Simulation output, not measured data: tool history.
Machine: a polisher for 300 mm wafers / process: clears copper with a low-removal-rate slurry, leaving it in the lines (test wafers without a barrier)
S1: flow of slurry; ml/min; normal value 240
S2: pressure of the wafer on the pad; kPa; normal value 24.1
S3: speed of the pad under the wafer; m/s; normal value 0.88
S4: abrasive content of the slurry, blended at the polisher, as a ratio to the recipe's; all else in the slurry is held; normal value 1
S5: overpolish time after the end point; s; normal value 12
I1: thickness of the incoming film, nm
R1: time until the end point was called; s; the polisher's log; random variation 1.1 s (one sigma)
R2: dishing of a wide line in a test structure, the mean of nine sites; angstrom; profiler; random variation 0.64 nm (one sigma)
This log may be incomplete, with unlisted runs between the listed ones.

Run 1, hour 0: usual settings; I1 250.6. Result: R1 93.4 s, R2 253 angstrom.
Run 2, hour 40.4: usual settings but S4 1.2; I1 248.4. Result: R1 89.8 s, R2 260 angstrom.
Run 3, hour 75.2: usual settings but S4 1.2; I1 247.3. Result: R1 92.5 s, R2 265 angstrom.
At hour 121.4: slurry blender recalibrated, repeated, since the last time left the tool worse.
Run 4, hour 130.7: usual settings; I1 240. Result: R1 83.5 s, R2 267 angstrom.
Run 5, hour 163.6: usual settings but S3 1.1 m/s; I1 244.3. Result: R1 73.6 s, R2 317 angstrom.
At hour 182.8: worn pad replaced by a new one.
At hour 190.8: slurry nozzle cleaned.
Run 6, hour 224.7: usual settings but S3 1.1 m/s; I1 243.2. Result: R1 75.7 s, R2 306 angstrom.
Run 7, hour 283.6: usual settings; I1 248.3. Result: R1 87.9 s, R2 260 angstrom.
Run 8, hour 336.2: usual settings; I1 246.4. Result: R1 87.5 s, R2 271 angstrom.
Run 9, hour 393: usual settings; I1 240.5. Result: R1 83.8 s, R2 262 angstrom.
Run 10, hour 422.3: usual settings; I1 243. Result: R1 87.7 s, R2 259 angstrom.
At hour 474: slurry blender recalibrated.
Run 11, hour 481.2: usual settings but S5 18 s; I1 241.8. Result: R1 86.3 s, R2 368 angstrom.
At hour 489: worn pad replaced by a new one.
Run 12, hour 505.5: usual settings but S1 270 ml/min, S3 0.64 m/s, S4 1.15, S5 15 s; I1 246.8. Result: R1 101.2 s, R2 290 angstrom.
Run 13, hour 575.8: usual settings; I1 242.4. Result: R1 85.5 s, R2 273 angstrom.
Run 14, hour 613.3: usual settings; I1 244. Result: R1 86.7 s, R2 274 angstrom.
Run 15, hour 651.8: usual settings but S1 200 ml/min, S2 20.7 kPa, S4 1.15, S5 15 s; I1 245.5. Result: R1 100.1 s, R2 280 angstrom.
Run 16, hour 689.7: usual settings; I1 241.5. Result: R1 87.8 s, R2 265 angstrom.
At hour 725.3: slurry nozzle cleaned.
Run 17, hour 759: usual settings but S1 210 ml/min, S2 31.7 kPa, S4 0.85; I1 242.4. Result: R1 70.2 s, R2 309 angstrom.
At hour 772.6: head pressure recalibrated.
Run 18, hour 795.4: usual settings but S1 165 ml/min, S3 0.66 m/s; I1 247.1. Result: R1 116.4 s, R2 207 angstrom.
At hour 840: worn pad replaced by a new one.
Run 19, hour 847.6: usual settings but S1 190 ml/min, S4 0.7; I1 250.3. Result: R1 100.5 s, R2 238 angstrom.
At hour 852.1: slurry blender recalibrated.
Run 20, hour 908.2: usual settings but S1 315 ml/min, S2 26.2 kPa, S4 0.8, S5 10 s; I1 243.1. Result: R1 80 s, R2 236 angstrom.
Run 21, hour 964: usual settings but S1 165 ml/min; I1 243.6. Result: R1 90.9 s, R2 265 angstrom.
Run 22, hour 1029.7: usual settings but S1 325 ml/min, S2 20 kPa, S5 10 s; I1 243.8. Result: R1 99 s, R2 196 angstrom.
Run 23, hour 1068.3: usual settings but S2 19.3 kPa, S4 0.75; I1 241.5. Result: R1 107.9 s, R2 212 angstrom.
Run 24, hour 1131: usual settings; I1 241.7. Result: R1 87.3 s, R2 266 angstrom.
At hour 1161.7: worn pad replaced by a new one.
Run 25, hour 1188.2: usual settings but S1 165 ml/min, S3 0.7 m/s, S4 0.75, S5 16 s; I1 239.6. Result: R1 109.6 s, R2 265 angstrom.
Run 26, hour 1216.9: usual settings but S3 1.14 m/s, S5 18 s; I1 246. Result: R1 74.9 s, R2 449 angstrom.
At hour 1226.5: slurry blender recalibrated.
Run 27, hour 1252.8: usual settings but S1 155 ml/min, S5 10 s; I1 246.5. Result: R1 92.7 s, R2 212 angstrom.

Measured result minus the same run's result without the hidden state. Both carry the same run-to-run variation, though not necessarily the same gauge scatter:
The tool's hidden condition here consists of: removal rate lost through wear of the pad, %; slurry flow missing at the pad, %; deviation of the head's pressure from its setpoint, %; abrasive missing from the slurry, %.
run    R1   R2
  1  +5.8  -15
  2  +5.9  -17
  3  +6.5  -18
  4  +0.1   +0
  5  +0.1   -1
  6  +0.3   -1
  7  +0.8   -2
  8  +1.3   -4
  9    +2   -6
 10  +2.4   -7
 11  +0.1   -1
 12  +0.2   +0
 13  +0.4   -1
 14  +0.6   -2
 15  +1.1   -3
 16  +1.3   -3
 17  +1.7   -7
 18  +3.8   -7
 19  +4.2   -9
 20    +0   +0
 21  +0.3   -1
 22  +0.9   -2
 23  +1.4   -3
 24    +2   -6
 25  +3.6   -8
 26    +3  -15
 27  +0.5   -1
